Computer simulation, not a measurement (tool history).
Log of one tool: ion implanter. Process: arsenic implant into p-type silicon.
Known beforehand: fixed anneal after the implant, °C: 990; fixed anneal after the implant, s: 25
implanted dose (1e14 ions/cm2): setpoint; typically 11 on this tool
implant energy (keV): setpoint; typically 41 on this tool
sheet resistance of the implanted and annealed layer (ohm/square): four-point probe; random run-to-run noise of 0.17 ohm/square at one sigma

run   hour  implanted dose (1e14 ions/cm2)  implant energy (keV)  wafers since the last listed run  hours since the last dose calibration  hours since the extraction supply was calibrated  hours since the gauge calibration  read-back reference wafer on the same gauge, sheet resistance  sheet resistance of the implanted and annealed layer (ohm/square)
  1      0                              11                  36.5                                 0                                 1094.2                                            6598.2                               69.8                                                         112.03                                                             117.07
  2   12.3                              11                    41                               215                                 1106.5                                            6610.5                               82.1                                                            112                                                                114
  3   29.7                              11                    41                               304                                 1123.9                                            6627.9                               99.5                                                            112                                                             114.06
  4     44                              11                    41                               250                                 1138.2                                            6642.2                              113.8                                                         112.03                                                             113.83
  5   51.7                              11                    41                               134                                 1145.9                                            6649.9                              121.5                                                         111.98                                                             114.35
  6   68.1                           12.44                    41                               286                                 1162.3                                            6666.3                              137.9                                                         111.98                                                              106.1
  7   80.5                           12.44                    41                               216                                 1174.7                                            6678.7                              150.3                                                         111.98                                                             106.01
  8   92.5                            13.4                    41                               209                                 1186.7                                            6690.7                              162.3                                                         111.98                                                             101.68
     101.3  -- extraction supply calibrated
  9    103                            13.4                    41                                43                                 1197.2                                               1.7                              172.8                                                         111.98                                                             101.95
 10  120.2                              11                    41                               300                                 1214.4                                              18.9                                190                                                         111.99                                                             114.35
 11  129.7                              11                    41                               166                                 1223.9                                              28.4                              199.5                                                         111.99                                                             114.49
 12  136.1                              11                    41                               111                                 1230.3                                              34.8                              205.9                                                         112.01                                                             114.25
     139.3  -- gauge calibrated
 13  142.3                              11                  50.5                               108                                 1236.5                                                41                                  3                                                         112.01                                                             110.17
     182.3  -- Faraday cup replaced and dose calibrated
 14  182.8                           12.57                    54                               568                                    0.5                                              81.5                               43.5                                                         111.99                                                              96.97
 15  195.4                              11                    47                               220                                   13.1                                              94.1                               56.1                                                         112.01                                                             108.16
 16  208.2                            8.22                  35.5                               223                                   25.9                                             106.9                               68.9                                                         111.98                                                             139.24
 17  218.2                              11                    27                               174                                   35.9                                             116.9                               78.9                                                         112.02                                                             124.57
 18  228.9                            14.1                  47.5                               187                                   46.6                                             127.6                               89.6                                                            112                                                              93.69

What if the next run were any one of these 3? Each begins from the tool's condition after run 18:
  A  229.3                              11                    41                                 6                                     47                                               128                                 90                                                              ?                                                                  ?
  B  229.3                            9.59                  28.5                                 6                                     47                                               128                                 90                                                              ?                                                                  ?
  C  229.3                           11.87                  51.5                                 6                                     47                                               128                                 90                                                              ?                                                                  ?

run  read-back reference wafer on the same gauge, sheet resistance  sheet resistance of the implanted and annealed layer (ohm/square)
  A                                                         111.99                                                             111.09
  B                                                         111.99                                                             132.48
  C                                                         111.99                                                             101.26
The same runs, with their run-to-run variation unchanged, on a tool lacking any hidden condition would have given:
run  sheet resistance of the implanted and annealed layer (ohm/square)
  A                                                             110.37
  B                                                             131.63
  C                                                              100.6
